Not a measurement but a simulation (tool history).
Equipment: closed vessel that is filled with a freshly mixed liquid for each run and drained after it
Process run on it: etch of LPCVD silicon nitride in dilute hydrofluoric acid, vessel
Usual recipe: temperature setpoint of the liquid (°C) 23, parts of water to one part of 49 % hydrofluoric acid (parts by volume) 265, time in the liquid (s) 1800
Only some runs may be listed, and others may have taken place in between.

run     day  temperature setpoint of the liquid (°C)  parts of water to one part of 49 % hydrofluoric acid (parts by volume)  time in the liquid (s)  wafers since the last listed run  hours since the thermometer was replaced  hours since the hydrofluoric acid flow meter was replaced  hours since the gauge calibration  read-back film thickness of the LPCVD silicon nitride reference wafer, read on the same gauge (nm)  thickness taken off the LPCVD silicon nitride on a monitor wafer (nm)
  1       0                                       23                                                                     360                    1800                                 0                                    1598.6                                                      957.9                              348.3                                                                                              90.004                                                                  2.369
  2   2.983                                       23                                                                     265                    1800                              3295                                    1670.2                                                     1029.5                              419.9                                                                                               90.01                                                                   3.17
  3   6.342                                       23                                                                     265                    1800                              3709                                    1750.8                                                     1110.1                              500.5                                                                                              90.007                                                                  3.176
  4   8.746                                       23                                                                     265                    1800                              2655                                    1808.5                                                     1167.8                              558.2                                                                                              90.043                                                                  3.154
  5  12.588                                     21.5                                                                     195                    1800                              4243                                    1900.7                                                       1260                              650.4                                                                                              89.968                                                                  3.908
     14.883  -- hydrofluoric acid flow meter replaced
     15.525  -- gauge calibrated
  6  16.783                                     21.5                                                                     195                    1800                              4588                                    2001.4                                                       45.6                               30.2                                                                                              90.047                                                                  4.452
  7  19.529                                       23                                                                     265                    1800                              3032                                    2067.3                                                      111.5                               96.1                                                                                              90.004                                                                  3.583
  8    23.9                                       23                                                                     200                    1800                              4827                                    2172.2                                                      216.4                                201                                                                                              89.997                                                                  4.649
  9  25.979                                     27.5                                                                     155                     935                              2296                                    2222.1                                                      266.3                              250.9                                                                                               89.95                                                                  4.184
 10  29.754                                     26.5                                                                     150                    2270                              4169                                    2312.7                                                      356.9                              341.5                                                                                              90.006                                                                  9.714
     31.133  -- thermometer replaced
 11  31.904                                       23                                                                     305                    1165                              2328                                      18.5                                                      408.5                              393.1                                                                                              90.023                                                                  1.965
 12  37.129                                     27.5                                                                     265                    1800                              5771                                     143.9                                                      533.9                              518.5                                                                                              90.021                                                                  4.529
     40.254  -- gauge calibrated
 13  41.133                                       18                                                                     370                    2295                              4422                                       240                                                        630                               21.1                                                                                              89.976                                                                   2.28
 14  43.546                                       23                                                                     265                    1800                              2664                                     297.9                                                      687.9                                 79                                                                                              90.018                                                                  3.383
 15   46.55                                       23                                                                     265                    1800                              3318                                       370                                                        760                              151.1                                                                                              89.989                                                                  3.346

4 options for the next run, each taken on its own from the tool as it stands now. Forecast them:
  A  46.6                                     26.5                                                                     265                    1800                                55                                     371.2                                                      761.2                              152.3                                                                                                   ?                                                                      ?
  B  46.6                                     18.5                                                                     350                    2520                                55                                     371.2                                                      761.2                              152.3                                                                                                   ?                                                                      ?
  C  46.6                                     25.5                                                                     335                    2385                                55                                     371.2                                                      761.2                              152.3                                                                                                   ?                                                                      ?
  D  46.6                                       18                                                                     175                    1370                                55                                     371.2                                                      761.2                              152.3                                                                                                   ?                                                                      ?

run  read-back film thickness of the LPCVD silicon nitride reference wafer, read on the same gauge (nm)  thickness taken off the LPCVD silicon nitride on a monitor wafer (nm)
  A                                                                                              89.979                                                                  4.148
  B                                                                                              89.979                                                                  2.706
  C                                                                                              89.979                                                                  4.094
  D                                                                                              89.979                                                                  2.767
What these runs would have given with no unlogged condition in the tool:
run  thickness taken off the LPCVD silicon nitride on a monitor wafer (nm)
  A                                                                  4.507
  B                                                                  2.928
  C                                                                  4.447
  D                                                                  2.996
